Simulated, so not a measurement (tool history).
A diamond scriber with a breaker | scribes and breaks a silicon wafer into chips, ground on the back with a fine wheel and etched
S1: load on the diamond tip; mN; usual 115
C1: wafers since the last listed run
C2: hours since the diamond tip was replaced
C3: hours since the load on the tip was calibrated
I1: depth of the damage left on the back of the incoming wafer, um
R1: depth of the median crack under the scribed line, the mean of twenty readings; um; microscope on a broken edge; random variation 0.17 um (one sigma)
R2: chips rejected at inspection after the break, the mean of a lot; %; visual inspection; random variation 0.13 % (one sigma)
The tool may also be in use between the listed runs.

run,hour,S1,C1,C2,C3,I1,R1,R2
1,0.0,135,0,587.8,4.1,0.32,8.77,1.63
2,102.0,100,648,689.8,106.1,0.68,7.48,12.63
3,203.8,100,647,791.6,207.9,0.61,7.14,16.70
# hour 251.1: diamond tip replaced by a new one
4,297.5,100,582,46.4,301.6,0.79,7.91,5.42
5,350.7,130,338,99.6,354.8,0.75,9.17,2.07
6,424.6,130,469,173.5,428.7,0.37,8.82,1.94
7,513.9,126,567,262.8,518.0,0.71,8.89,1.73
8,580.5,115,423,329.4,584.6,0.31,8.57,2.52
9,633.7,94,338,382.6,637.8,0.45,7.69,9.46
10,712.2,94,498,461.1,716.3,0.75,7.22,11.80
11,783.1,115,450,532.0,787.2,0.43,8.14,4.37
12,875.3,115,586,624.2,879.4,0.47,7.71,6.45
13,947.0,115,455,695.9,951.1,0.44,7.96,7.54
# hour 996.3: diamond tip replaced by a new one, of another model than before
14,1012.0,124,400,15.7,1016.1,0.36,8.99,1.93
# hour 1063.4: load on the tip recalibrated
15,1109.5,124,607,113.2,46.1,0.35,9.33,1.95
16,1188.3,124,500,192.0,124.9,0.30,9.03,1.50
17,1466.3,115,1766,470.0,402.9,0.58,8.49,2.35
18,1514.2,115,304,517.9,450.8,0.54,8.32,2.88
19,1567.8,115,340,571.5,504.4,0.59,8.42,3.40
20,1625.3,115,365,629.0,561.9,0.80,8.40,4.58
21,1708.3,146,527,712.0,644.9,0.35,8.84,1.81
22,1789.3,102,514,793.0,725.9,0.47,7.28,11.64
23,1888.5,115,630,892.2,825.1,0.48,7.29,11.15
# hour 1963.2: diamond tip replaced by a new one
24,1991.5,115,641,28.3,928.1,0.45,8.52,1.88
25,2073.5,90,521,110.3,1010.1,0.67,7.97,5.31
# hour 2111.0: load on the tip recalibrated
26,2119.5,134,279,156.3,8.5,0.55,9.17,2.10
27,2186.4,128,425,223.2,75.4,0.49,8.83,1.43
28,2273.0,115,550,309.8,162.0,0.61,8.53,2.00
29,2375.8,86,653,412.6,264.8,0.60,7.50,9.59
30,2421.8,115,292,458.6,310.8,0.70,8.24,3.43
31,2488.3,143,422,525.1,377.3,0.78,8.97,1.67
32,2747.1,115,1644,783.9,636.1,0.56,7.69,10.27
33,2826.4,88,504,863.2,715.4,0.70,6.71,23.82
# hour 2846.0: diamond tip replaced by a new one
34,2907.9,115,505,61.9,796.9,0.64,8.95,1.74
35,2974.4,96,422,128.4,863.4,0.45,8.36,3.59
36,3040.2,89,418,194.2,929.2,0.55,8.10,4.96
# hour 3117.1: load on the tip recalibrated
37,3130.6,86,561,284.6,13.5,0.35,7.93,6.58
38,3234.7,115,661,388.7,117.6,0.80,8.53,2.18
39,3314.8,127,509,468.8,197.7,0.60,8.92,1.53
40,3390.3,93,479,544.3,273.2,0.72,7.62,7.86
41,3482.6,148,586,636.6,365.5,0.64,8.71,1.71
42,3589.0,81,676,743.0,471.9,0.44,6.94,19.58

Forecast each of these 3 alternatives for the next run:
A,3589.5,129,3,743.5,472.4,0.56,?,?
B,3589.5,82,3,743.5,472.4,0.56,?,?
C,3589.5,133,3,743.5,472.4,0.56,?,?

run,R1,R2
A,8.41,3.39
B,7.18,17.15
C,8.52,2.87
Without the tool's hidden state the same runs would have given:
run,R1,R2
A,9.49,2.16
B,8.10,5.60
C,9.61,2.52

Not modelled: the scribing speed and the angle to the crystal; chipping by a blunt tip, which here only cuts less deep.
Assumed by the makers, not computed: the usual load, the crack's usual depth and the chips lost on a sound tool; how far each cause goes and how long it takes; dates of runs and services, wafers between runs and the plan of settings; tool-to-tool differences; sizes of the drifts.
